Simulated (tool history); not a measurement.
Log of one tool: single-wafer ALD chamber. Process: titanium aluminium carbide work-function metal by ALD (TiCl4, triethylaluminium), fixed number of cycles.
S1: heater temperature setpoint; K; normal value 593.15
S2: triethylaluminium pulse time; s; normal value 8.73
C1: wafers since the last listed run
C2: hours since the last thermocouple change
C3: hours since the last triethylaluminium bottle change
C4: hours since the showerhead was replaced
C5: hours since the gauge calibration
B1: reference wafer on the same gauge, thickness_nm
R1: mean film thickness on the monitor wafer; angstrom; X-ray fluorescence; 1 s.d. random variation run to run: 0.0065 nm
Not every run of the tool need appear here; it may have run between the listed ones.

Run 1, hour 0.0: usual settings; C1 0; C2 2058.5; C3 1493.4; C4 5404.1; C5 1143.5; B1 1.740. Result: R1 19.85 angstrom.
At hour 52.7: gauge calibrated.
Run 2, hour 61.2: usual settings; C1 545; C2 2119.7; C3 1554.6; C4 5465.3; C5 8.5; B1 1.742. Result: R1 19.83 angstrom.
Run 3, hour 120.8: usual settings; C1 531; C2 2179.3; C3 1614.2; C4 5524.9; C5 68.1; B1 1.741. Result: R1 19.76 angstrom.
At hour 135.6: showerhead replaced.
Run 4, hour 148.9: usual settings but S1 599.15 K; C1 179; C2 2207.4; C3 1642.3; C4 13.3; C5 96.2; B1 1.741. Result: R1 20.39 angstrom.
Run 5, hour 177.2: usual settings but S1 599.15 K; C1 252; C2 2235.7; C3 1670.6; C4 41.6; C5 124.5; B1 1.740. Result: R1 20.25 angstrom.
Run 6, hour 228.7: usual settings but S2 9.55 s; C1 459; C2 2287.2; C3 1722.1; C4 93.1; C5 176.0; B1 1.740. Result: R1 20.10 angstrom.
At hour 243.2: triethylaluminium bottle replaced.
Run 7, hour 274.2: usual settings but S2 9.55 s; C1 334; C2 2332.7; C3 31.0; C4 138.6; C5 221.5; B1 1.741. Result: R1 20.30 angstrom.
Run 8, hour 338.8: usual settings but S2 9.55 s; C1 576; C2 2397.3; C3 95.6; C4 203.2; C5 286.1; B1 1.741. Result: R1 20.18 angstrom.
Run 9, hour 407.4: usual settings but S2 9.85 s; C1 611; C2 2465.9; C3 164.2; C4 271.8; C5 354.7; B1 1.740. Result: R1 20.37 angstrom.
Run 10, hour 468.1: usual settings but S1 586.15 K; C1 541; C2 2526.6; C3 224.9; C4 332.5; C5 415.4; B1 1.741. Result: R1 19.62 angstrom.
Run 11, hour 492.6: usual settings but S1 585.15 K, S2 7.76 s; C1 218; C2 2551.1; C3 249.4; C4 357.0; C5 439.9; B1 1.740. Result: R1 19.13 angstrom.
Run 12, hour 542.5: usual settings but S2 7.53 s; C1 445; C2 2601.0; C3 299.3; C4 406.9; C5 489.8; B1 1.740. Result: R1 19.71 angstrom.
Run 13, hour 593.0: usual settings but S1 587.15 K, S2 9.91 s; C1 450; C2 2651.5; C3 349.8; C4 457.4; C5 540.3; B1 1.742. Result: R1 19.90 angstrom.
Run 14, hour 625.7: usual settings but S2 7.67 s; C1 291; C2 2684.2; C3 382.5; C4 490.1; C5 573.0; B1 1.739. Result: R1 19.73 angstrom.
Run 15, hour 682.0: usual settings but S2 9.79 s; C1 502; C2 2740.5; C3 438.8; C4 546.4; C5 629.3; B1 1.741. Result: R1 20.41 angstrom.
Run 16, hour 706.3: usual settings but S2 10.93 s; C1 216; C2 2764.8; C3 463.1; C4 570.7; C5 653.6; B1 1.741. Result: R1 20.63 angstrom.
Run 17, hour 751.0: usual settings but S1 604.15 K, S2 11.96 s; C1 398; C2 2809.5; C3 507.8; C4 615.4; C5 698.3; B1 1.741. Result: R1 21.72 angstrom.
Run 18, hour 783.2: usual settings but S1 580.15 K, S2 7.68 s; C1 287; C2 2841.7; C3 540.0; C4 647.6; C5 730.5; B1 1.739. Result: R1 18.52 angstrom.
Run 19, hour 841.3: usual settings but S2 11.61 s; C1 518; C2 2899.8; C3 598.1; C4 705.7; C5 788.6; B1 1.740. Result: R1 20.75 angstrom.
Run 20, hour 956.4: usual settings but S1 586.15 K; C1 1026; C2 3014.9; C3 713.2; C4 820.8; C5 903.7; B1 1.743. Result: R1 19.45 angstrom.
Run 21, hour 1003.8: usual settings; C1 422; C2 3062.3; C3 760.6; C4 868.2; C5 951.1; B1 1.741. Result: R1 19.94 angstrom.
At hour 1016.0: thermocouple changed; heater temperature recalibrated.
Run 22, hour 1049.5: usual settings; C1 336; C2 33.5; C3 806.3; C4 913.9; C5 996.8; B1 1.741. Result: R1 20.08 angstrom.
At hour 1106.4: gauge calibrated.
Run 23, hour 1120.7: usual settings but S1 586.15 K, S2 10.73 s; C1 635; C2 104.7; C3 877.5; C4 985.1; C5 14.3; B1 1.740. Result: R1 19.74 angstrom.
Run 24, hour 1150.7: usual settings but S2 10.23 s; C1 267; C2 134.7; C3 907.5; C4 1015.1; C5 44.3; B1 1.740. Result: R1 20.31 angstrom.
Run 25, hour 1185.0: usual settings but S1 607.15 K; C1 305; C2 169.0; C3 941.8; C4 1049.4; C5 78.6; B1 1.742. Result: R1 21.32 angstrom.
Run 26, hour 1255.0: usual settings but S1 586.15 K; C1 624; C2 239.0; C3 1011.8; C4 1119.4; C5 148.6; B1 1.740. Result: R1 19.40 angstrom.
Run 27, hour 1302.3: usual settings but S1 583.15 K, S2 10.43 s; C1 421; C2 286.3; C3 1059.1; C4 1166.7; C5 195.9; B1 1.742. Result: R1 19.36 angstrom.
Run 28, hour 1331.2: usual settings but S1 586.15 K, S2 10.73 s; C1 257; C2 315.2; C3 1088.0; C4 1195.6; C5 224.8; B1 1.740. Result: R1 19.75 angstrom.
Run 29, hour 1392.8: usual settings but S1 586.15 K, S2 6.50 s; C1 549; C2 376.8; C3 1149.6; C4 1257.2; C5 286.4; B1 1.741. Result: R1 18.46 angstrom.
Run 30, hour 1428.9: usual settings but S1 598.15 K, S2 11.49 s; C1 321; C2 412.9; C3 1185.7; C4 1293.3; C5 322.5; B1 1.739. Result: R1 20.99 angstrom.
Run 31, hour 1464.3: usual settings but S1 580.15 K, S2 10.36 s; C1 315; C2 448.3; C3 1221.1; C4 1328.7; C5 357.9; B1 1.739. Result: R1 19.13 angstrom.
Run 32, hour 1523.3: usual settings; C1 526; C2 507.3; C3 1280.1; C4 1387.7; C5 416.9; B1 1.739. Result: R1 19.93 angstrom.

For each entry between runs, how does the tool's hidden state at the last listed run before it compare with that at the first listed run after it?
Run 1 -> run 2: gauge calibrated (hour 52.7)
  triethylaluminium dose above that of a fresh bottle (%): -11.1 -> -11.5
  measured minus no-state result, R1: -0.28 -> -0.29 angstrom
Run 3 -> run 4: showerhead replaced (hour 135.6)
  triethylaluminium dose above that of a fresh bottle (%): -11.9 -> -12
  measured minus no-state result, R1: -0.30 -> -0.31 angstrom
Run 6 -> run 7: triethylaluminium bottle replaced (hour 243.2)
  triethylaluminium dose above that of a fresh bottle (%): -12.6 -> -0.468
  measured minus no-state result, R1: -0.29 -> -0.01 angstrom
Run 21 -> run 22: thermocouple changed; heater temperature recalibrated (hour 1016.0)
  triethylaluminium dose above that of a fresh bottle (%): -5.26 -> -5.56
  measured minus no-state result, R1: -0.12 -> -0.13 angstrom
Run 22 -> run 23: gauge calibrated (hour 1106.4)
  triethylaluminium dose above that of a fresh bottle (%): -5.56 -> -6.03
  measured minus no-state result, R1: -0.13 -> -0.10 angstrom

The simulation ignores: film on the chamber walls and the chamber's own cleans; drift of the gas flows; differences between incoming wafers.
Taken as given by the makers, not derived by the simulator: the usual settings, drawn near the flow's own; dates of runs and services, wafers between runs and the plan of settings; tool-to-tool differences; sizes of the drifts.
